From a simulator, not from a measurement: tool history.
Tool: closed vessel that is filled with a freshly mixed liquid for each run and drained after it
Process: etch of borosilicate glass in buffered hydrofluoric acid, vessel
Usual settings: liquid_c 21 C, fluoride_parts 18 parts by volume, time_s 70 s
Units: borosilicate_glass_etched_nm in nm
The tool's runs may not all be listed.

| run | hour | liquid_c | fluoride_parts | time_s | wafers since the last listed run | hours since the thermometer was replaced | hours since the hydrofluoric acid flow meter was replaced | hours since the gauge calibration | read-back film thickness of the borosilicate glass reference wafer, read on the same gauge (nm) | borosilicate_glass_etched_nm |
|---|---|---|---|---|---|---|---|---|---|---|
| 1 | 0 | 21 | 18 | 70 | 0 | 1837.3 | 476.4 | 48.3 | 50.01 | 42.02 |
| 2 | 14.6 | 21 | 18 | 70 | 1260 | 1851.9 | 491 | 62.9 | 49.99 | 41.88 |
| 3 | 21.4 | 21 | 18 | 70 | 587 | 1858.7 | 497.8 | 69.7 | 50 | 42.05 |
| 4 | 32.5 | 21 | 18 | 70 | 958 | 1869.8 | 508.9 | 80.8 | 49.99 | 42.28 |
| 5 | 43.4 | 21 | 18 | 70 | 941 | 1880.7 | 519.8 | 91.7 | 50.01 | 42.38 |
| 6 | 59.8 | 21 | 13 | 55 | 1416 | 1897.1 | 536.2 | 108.1 | 50 | 46.17 |
| 7 | 68.2 | 21 | 13 | 55 | 725 | 1905.5 | 544.6 | 116.5 | 49.99 | 46.56 |
| 8 | 79.7 | 21 | 21.5 | 70 | 993 | 1917 | 556.1 | 128 | 49.99 | 35.8 |
| 9 | 89 | 21 | 18 | 95 | 803 | 1926.3 | 565.4 | 137.3 | 50.01 | 57.36 |
|  | 92.9 | thermometer replaced |
| 10 | 104.6 | 21 | 18 | 70 | 1260 | 11.7 | 581 | 152.9 | 49.99 | 42.5 |
| 11 | 143 | 21 | 18 | 100 | 3316 | 50.1 | 619.4 | 191.3 | 50.01 | 61 |
| 12 | 159.5 | 21 | 18 | 70 | 1424 | 66.6 | 635.9 | 207.8 | 50.02 | 43.05 |
|  | 159.5 | gauge calibrated |
|  | 161.5 | hydrofluoric acid flow meter replaced |
| 13 | 189.7 | 21 | 20 | 105 | 2521 | 96.8 | 28.2 | 30.2 | 50 | 53.8 |
| 14 | 196.5 | 22.5 | 16 | 55 | 587 | 103.6 | 35 | 37 | 50 | 38.31 |
| 15 | 207.3 | 17 | 18 | 50 | 932 | 114.4 | 45.8 | 47.8 | 50.02 | 22.66 |
| 16 | 221.4 | 21 | 13 | 100 | 1217 | 128.5 | 59.9 | 61.9 | 50.02 | 79.16 |
| 17 | 230.9 | 21 | 20 | 105 | 820 | 138 | 69.4 | 71.4 | 50 | 54.12 |
| 18 | 238.2 | 19.5 | 13.5 | 110 | 630 | 145.3 | 76.7 | 78.7 | 49.99 | 76.81 |

Measured less the same run without the tool's hidden state. The same run-to-run variation is in both; the gauge's scatter may not be:
The hidden state here: liquid colder than its thermometer reads (K); hydrofluoric acid flow above the setpoint (%); gauge reads high (%).
| run | borosilicate_glass_etched_nm |
|---|---|
| 1 | +2.71 |
| 2 | +2.77 |
| 3 | +2.82 |
| 4 | +2.88 |
| 5 | +2.94 |
| 6 | +3.28 |
| 7 | +3.35 |
| 8 | +1.9 |
| 9 | +4.27 |
| 10 | +3.24 |
| 11 | +4.91 |
| 12 | +3.54 |
| 13 | +0.54 |
| 14 | +0.42 |
| 15 | +0.28 |
| 16 | +1.12 |
| 17 | +0.83 |
| 18 | +1.26 |
